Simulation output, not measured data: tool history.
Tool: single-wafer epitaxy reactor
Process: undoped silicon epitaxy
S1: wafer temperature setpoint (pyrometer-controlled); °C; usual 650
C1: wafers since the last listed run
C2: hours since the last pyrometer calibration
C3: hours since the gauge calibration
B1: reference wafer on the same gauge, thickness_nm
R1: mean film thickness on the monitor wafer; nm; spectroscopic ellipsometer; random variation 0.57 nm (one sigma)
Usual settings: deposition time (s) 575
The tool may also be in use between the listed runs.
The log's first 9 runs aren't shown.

run 10 hour=261.8 | S1=650 deposition_time_(s)=575 | C1=79 C2=774.2 C3=719.9 | B1=90.635 | R1=106.666
run 11 hour=295.3 | S1=650 deposition_time_(s)=575 | C1=76 C2=807.7 C3=753.4 | B1=90.497 | R1=106.933
run 12 hour=324.2 | S1=650 deposition_time_(s)=575 | C1=65 C2=836.6 C3=782.3 | B1=90.664 | R1=107.895
run 13 hour=410.6 | S1=650 deposition_time_(s)=575 | C1=196 C2=923.0 C3=868.7 | B1=90.602 | R1=108.236
run 14 hour=422.8 | S1=656 deposition_time_(s)=643 | C1=27 C2=935.2 C3=880.9 | B1=90.375 | R1=138.270
-- hour=441.2 gauge calibrated
run 15 hour=455.3 | S1=656 deposition_time_(s)=643 | C1=74 C2=967.7 C3=14.1 | B1=90.244 | R1=139.601
run 16 hour=474.8 | S1=650 deposition_time_(s)=575 | C1=44 C2=987.2 C3=33.6 | B1=90.451 | R1=109.175
run 17 hour=508.4 | S1=650 deposition_time_(s)=575 | C1=76 C2=1020.8 C3=67.2 | B1=90.414 | R1=108.917
run 18 hour=533.9 | S1=641 deposition_time_(s)=482 | C1=58 C2=1046.3 C3=92.7 | B1=90.786 | R1=72.444
run 19 hour=568.0 | S1=644 deposition_time_(s)=508 | C1=77 C2=1080.4 C3=126.8 | B1=90.643 | R1=83.245
run 20 hour=600.8 | S1=650 deposition_time_(s)=501 | C1=74 C2=1113.2 C3=159.6 | B1=90.326 | R1=94.897
run 21 hour=614.3 | S1=650 deposition_time_(s)=575 | C1=30 C2=1126.7 C3=173.1 | B1=90.400 | R1=108.907
-- hour=645.5 pyrometer calibrated
run 22 hour=646.0 | S1=650 deposition_time_(s)=575 | C1=53 C2=0.5 C3=204.8 | B1=90.415 | R1=98.791
run 23 hour=674.7 | S1=645 deposition_time_(s)=655 | C1=65 C2=29.2 C3=233.5 | B1=90.299 | R1=101.197
run 24 hour=710.5 | S1=650 deposition_time_(s)=575 | C1=81 C2=65.0 C3=269.3 | B1=90.687 | R1=99.016

Run 25 comes next. What will it give?
run 25 hour=732.4 | S1=645 deposition_time_(s)=575 | C1=49 C2=86.9 C3=291.2 | B1=? | R1=?

B1: 90.425
R1: 88.850 nm
Without the tool's hidden state the same run would have given R1 87.761 nm.
